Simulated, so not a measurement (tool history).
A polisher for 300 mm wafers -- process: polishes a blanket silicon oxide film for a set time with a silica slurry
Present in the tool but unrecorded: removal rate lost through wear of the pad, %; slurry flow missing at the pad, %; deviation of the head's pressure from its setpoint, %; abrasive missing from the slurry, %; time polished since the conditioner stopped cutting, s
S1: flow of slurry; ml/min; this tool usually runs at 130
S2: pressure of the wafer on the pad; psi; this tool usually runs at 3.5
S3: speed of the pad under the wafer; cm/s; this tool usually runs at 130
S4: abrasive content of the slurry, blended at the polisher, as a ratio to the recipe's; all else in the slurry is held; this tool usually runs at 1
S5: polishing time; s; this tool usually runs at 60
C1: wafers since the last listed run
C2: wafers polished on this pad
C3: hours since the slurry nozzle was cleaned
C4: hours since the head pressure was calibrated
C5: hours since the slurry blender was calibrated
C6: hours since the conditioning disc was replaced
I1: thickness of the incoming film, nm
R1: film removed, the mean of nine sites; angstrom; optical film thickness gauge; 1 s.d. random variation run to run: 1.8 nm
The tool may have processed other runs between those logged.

run 1 hour=0 | S1=130 S2=3.5 S3=130 S4=0.9 S5=60 | C1=0 C2=369 C3=428.2 C4=73.8 C5=342.4 C6=359.6 | I1=717.3 | R1=1144
run 2 hour=83.9 | S1=130 S2=3.5 S3=130 S4=0.9 S5=60 | C1=776 C2=1145 C3=512.1 C4=157.7 C5=426.3 C6=443.5 | I1=734.6 | R1=1116
run 3 hour=178.1 | S1=130 S2=3.5 S3=130 S4=0.9 S5=60 | C1=871 C2=2017 C3=606.3 C4=251.9 C5=520.5 C6=537.7 | I1=740.7 | R1=1030
-- hour=214.8 slurry blender recalibrated, repeated, since the last time left the tool worse
-- hour=261.7 slurry nozzle cleaned
run 4 hour=271.7 | S1=130 S2=3.5 S3=130 S4=1 S5=65 | C1=838 C2=2855 C3=10 C4=345.5 C5=56.9 C6=631.3 | I1=712.9 | R1=1881
-- hour=288.6 conditioning disc replaced and pad reconditioned
run 5 hour=374 | S1=130 S2=3.5 S3=130 S4=1 S5=65 | C1=928 C2=3783 C3=112.3 C4=447.8 C5=159.2 C6=85.4 | I1=723.5 | R1=1813
run 6 hour=436.9 | S1=130 S2=3.5 S3=130 S4=1 S5=65 | C1=581 C2=4365 C3=175.2 C4=510.7 C5=222.1 C6=148.3 | I1=729.4 | R1=1832
run 7 hour=494.3 | S1=130 S2=3.5 S3=130 S4=1 S5=60 | C1=531 C2=4896 C3=232.6 C4=568.1 C5=279.5 C6=205.7 | I1=728.3 | R1=1641
-- hour=572.3 worn pad replaced by a new one
run 8 hour=576.6 | S1=130 S2=3.5 S3=130 S4=1 S5=50 | C1=724 C2=40 C3=314.9 C4=650.4 C5=361.8 C6=288 | I1=732.4 | R1=1369
run 9 hour=646.5 | S1=130 S2=3.5 S3=154 S4=1.1 S5=60 | C1=646 C2=686 C3=384.8 C4=720.3 C5=431.7 C6=357.9 | I1=729.2 | R1=1909
run 10 hour=687.8 | S1=130 S2=3.5 S3=130 S4=1 S5=60 | C1=382 C2=1068 C3=426.1 C4=761.6 C5=473 C6=399.2 | I1=731.3 | R1=1587
run 11 hour=742.5 | S1=130 S2=3.5 S3=130 S4=1 S5=60 | C1=506 C2=1575 C3=480.8 C4=816.3 C5=527.7 C6=453.9 | I1=721.1 | R1=1592
run 12 hour=843.7 | S1=130 S2=3.5 S3=130 S4=1 S5=60 | C1=936 C2=2511 C3=582 C4=917.5 C5=628.9 C6=555.1 | I1=727.8 | R1=1575
run 13 hour=910.7 | S1=130 S2=3.5 S3=130 S4=1 S5=60 | C1=619 C2=3131 C3=649 C4=984.5 C5=695.9 C6=622.1 | I1=737.5 | R1=1521
-- hour=927.9 slurry blender recalibrated
-- hour=936 conditioning disc replaced and pad reconditioned
run 14 hour=973.2 | S1=95 S2=4.1 S3=88 S4=0.8 S5=60 | C1=541 C2=3672 C3=711.5 C4=1047 C5=45.3 C6=37.2 | I1=735.9 | R1=1234
-- hour=1008.1 head pressure recalibrated
-- hour=1043.8 slurry nozzle cleaned
run 15 hour=1059.2 | S1=130 S2=3.5 S3=130 S4=1 S5=60 | C1=767 C2=4440 C3=15.4 C4=51.1 C5=131.3 C6=123.2 | I1=731.5 | R1=1684
run 16 hour=1151.8 | S1=130 S2=3.5 S3=130 S4=1 S5=80 | C1=856 C2=5297 C3=108 C4=143.7 C5=223.9 C6=215.8 | I1=726.1 | R1=2239
-- hour=1223.9 worn pad replaced by a new one
run 17 hour=1239.5 | S1=170 S2=3.9 S3=130 S4=1.2 S5=60 | C1=774 C2=144 C3=195.7 C4=231.4 C5=311.6 C6=303.5 | I1=742.6 | R1=2098
run 18 hour=1312.6 | S1=165 S2=4 S3=130 S4=0.75 S5=78 | C1=676 C2=820 C3=268.8 C4=304.5 C5=384.7 C6=376.6 | I1=730.5 | R1=2084
run 19 hour=1366.6 | S1=90 S2=3.5 S3=154 S4=0.85 S5=67 | C1=499 C2=1320 C3=322.8 C4=358.5 C5=438.7 C6=430.6 | I1=728.5 | R1=1636
run 20 hour=1470.7 | S1=160 S2=3.5 S3=108 S4=1 S5=60 | C1=963 C2=2283 C3=426.9 C4=462.6 C5=542.8 C6=534.7 | I1=729.8 | R1=1424
-- hour=1512.7 slurry blender recalibrated
-- hour=1563.8 conditioning disc replaced and pad reconditioned
run 21 hour=1752.9 | S1=155 S2=3.5 S3=130 S4=1 S5=60 | C1=2574 C2=4857 C3=709.1 C4=744.8 C5=240.2 C6=189.1 | I1=740.3 | R1=1741
run 22 hour=1836.7 | S1=115 S2=3.5 S3=106 S4=0.7 S5=42 | C1=775 C2=5633 C3=792.9 C4=828.6 C5=324 C6=272.9 | I1=722.9 | R1=764
-- hour=1860.8 worn pad replaced by a new one
-- hour=1868.9 slurry nozzle cleaned
run 23 hour=1943.8 | S1=130 S2=4 S3=130 S4=0.75 S5=60 | C1=944 C2=758 C3=74.9 C4=935.7 C5=431.1 C6=380 | I1=728.4 | R1=1547
run 24 hour=2029.4 | S1=130 S2=3.5 S3=154 S4=1 S5=60 | C1=792 C2=1550 C3=160.5 C4=1021.3 C5=516.7 C6=465.6 | I1=738.3 | R1=1810
run 25 hour=2086.1 | S1=130 S2=3 S3=130 S4=1 S5=60 | C1=524 C2=2075 C3=217.2 C4=1078 C5=573.4 C6=522.3 | I1=723.8 | R1=1368

What if the next run were any one of these 4? Each begins from the tool's condition after run 25:
run A hour=2086.5 | S1=130 S2=3.5 S3=130 S4=1.25 S5=60 | C1=3 C2=2079 C3=217.6 C4=1078.4 C5=573.8 C6=522.7 | I1=730.9 | R1=?
run B hour=2086.5 | S1=100 S2=3.5 S3=166 S4=1 S5=60 | C1=3 C2=2079 C3=217.6 C4=1078.4 C5=573.8 C6=522.7 | I1=730.9 | R1=?
run C hour=2086.5 | S1=130 S2=2.4 S3=130 S4=0.8 S5=70 | C1=3 C2=2079 C3=217.6 C4=1078.4 C5=573.8 C6=522.7 | I1=730.9 | R1=?
run D hour=2086.5 | S1=130 S2=3.5 S3=156 S4=0.8 S5=60 | C1=3 C2=2079 C3=217.6 C4=1078.4 C5=573.8 C6=522.7 | I1=730.9 | R1=?

run=A R1=1786
run=B R1=1765
run=C R1=1091
run=D R1=1556
What these runs would have given with no unlogged condition in the tool:
run=A R1=1944
run=B R1=1946
run=C R1=1220
run=D R1=1739
